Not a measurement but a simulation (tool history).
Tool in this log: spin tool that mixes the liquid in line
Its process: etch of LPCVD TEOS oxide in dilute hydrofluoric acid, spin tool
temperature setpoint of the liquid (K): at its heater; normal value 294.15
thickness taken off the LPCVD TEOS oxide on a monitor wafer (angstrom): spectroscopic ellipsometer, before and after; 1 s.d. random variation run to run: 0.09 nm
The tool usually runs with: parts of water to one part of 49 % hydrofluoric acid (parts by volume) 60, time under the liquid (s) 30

run,hour,temperature setpoint of the liquid (K),parts of water to one part of 49 % hydrofluoric acid (parts by volume),time under the liquid (s),"read-back film thickness of the LPCVD TEOS oxide reference wafer, read on the same gauge (nm)",thickness taken off the LPCVD TEOS oxide on a monitor wafer (angstrom)
1,0,294.15,40,30,100.04,221.7
2,55.7,294.15,40,30,99.98,222.8
# hour 79.6: gauge calibrated
3,104.8,294.15,40,30,100.01,221.4
4,198.9,294.15,60,30,99.99,143.1
5,252.8,294.15,60,30,99.99,144.4
6,358,294.15,60,30,99.97,144.1
7,441.7,294.15,60,30,99.97,144.1
8,519.9,296.65,60,30,100,158.4
9,618.4,296.65,60,30,100.02,159.9
10,708.8,294.15,60,30,99.96,142.5
11,806.4,295.65,60,30,100,152.1
12,874.2,295.65,60,30,100.03,151.8
13,910.8,294.15,60,30,99.97,143
14,1104.4,298.65,80,20,99.99,84.1
15,1142.3,291.65,85,40,100.01,116.8
# hour 1156.7: gauge calibrated
16,1178.6,296.15,70,15,100,65.9
17,1238.2,294.15,60,30,99.94,142.7
18,1334.9,294.15,85,15,99.98,48.7
19,1402.3,295.65,70,35,100,149.7
# hour 1444.1: thermometer replaced
20,1506.9,294.15,60,30,99.98,148.6
21,1572,292.15,40,30,100.03,208
22,1652.7,294.15,60,30,100,146.6
# hour 1694.5: hydrofluoric acid flow meter replaced
23,1732,290.15,45,40,99.99,222.3
24,1827.4,294.15,60,30,99.99,146.1
25,1914.3,294.15,60,30,100,146.4
26,2068.4,290.15,60,35,100.02,141.9
27,2124.9,294.15,90,30,99.99,93.9

Exercise: give the hidden state of the tool at every run:
hydrofluoric acid flow below the setpoint (%): 0 across all the runs
gauge reads high (%): 0 across all the runs
H1: liquid colder than its thermometer reads (K)
run,H1
1,0.493
2,0.513
3,0.53
4,0.562
5,0.581
6,0.617
7,0.646
8,0.673
9,0.708
10,0.739
11,0.773
12,0.796
13,0.809
14,0.876
15,0.889
16,0.901
17,0.922
18,0.955
19,0.979
20,0.12
21,0.142
22,0.17
23,0.198
24,0.231
25,0.261
26,0.314
27,0.334
